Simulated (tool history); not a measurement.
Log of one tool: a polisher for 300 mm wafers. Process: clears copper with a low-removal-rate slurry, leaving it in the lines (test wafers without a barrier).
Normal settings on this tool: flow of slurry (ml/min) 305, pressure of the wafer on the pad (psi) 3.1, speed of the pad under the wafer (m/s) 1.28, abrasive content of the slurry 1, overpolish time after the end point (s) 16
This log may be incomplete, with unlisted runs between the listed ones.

run	hour	flow of slurry (ml/min)	pressure of the wafer on the pad (psi)	speed of the pad under the wafer (m/s)	abrasive content of the slurry	overpolish time after the end point (s)	incoming thickness of the incoming film, nm	time until the end point was called (s)	dishing of a wide line in a test structure (nm)
1	0	305	3.1	1.28	1	16	366.3	96.8	38.7
2	63.3	305	3.1	1.28	1	16	368.5	96	38.3
# hour 117.3: slurry blender recalibrated
# hour 127.8: slurry nozzle cleaned
# hour 178.8: worn pad replaced by a new one, of another model than before
3	247.7	305	3.1	1.28	1	16	369.2	98.1	38.7
4	331.2	305	3.1	1.28	1	16	365.8	94	38.3
5	382.2	270	3.1	1.28	1	16	372.3	101.3	37.6
# hour 446.9: head pressure recalibrated
6	447.4	270	3.1	1.28	1	16	377.9	96.6	39
# hour 591.6: slurry blender recalibrated
7	622.1	305	3.5	1.28	1	16	370.3	89.2	41.6
# hour 656.4: slurry nozzle cleaned
# hour 671.1: worn pad replaced by a new one
8	709.1	305	3.5	1.28	1	16	371.5	90.3	41.4
9	758.8	305	3.5	1.28	1	16	369.9	90.1	41
10	826.9	305	3.1	1.28	1	16	374.7	97.7	38.7
11	924.2	305	3.1	1.28	1	16	373.9	98.5	38.4
12	968	305	3.1	1.02	1.1	16	369	109.9	35.1
13	1014.2	305	3.6	1.28	1	13	368.4	86.3	34.9
# hour 1076.2: slurry nozzle cleaned
# hour 1097.8: slurry blender recalibrated
14	1107.2	305	2.6	1.28	0.8	21	373	116.1	41.8
# hour 1154.6: head pressure recalibrated
# hour 1191.6: worn pad replaced by a new one
15	1193.8	305	4.2	1.28	1	16	363.7	75.6	46.5
16	1255.9	405	2.2	1.28	0.8	26	372.9	118.3	47.2

Forecast run 17:
17	1314.3	230	3.1	1.46	1	16	364.8	?	?

{"run 17": {"time until the end point was called (s)": 93.3, "dishing of a wide line in a test structure (nm)": 39.2}}
Were there no unlogged condition in the tool, this run, its random variation unchanged, would have produced time until the end point was called (s) 90.9, dishing of a wide line in a test structure (nm) 40.1.

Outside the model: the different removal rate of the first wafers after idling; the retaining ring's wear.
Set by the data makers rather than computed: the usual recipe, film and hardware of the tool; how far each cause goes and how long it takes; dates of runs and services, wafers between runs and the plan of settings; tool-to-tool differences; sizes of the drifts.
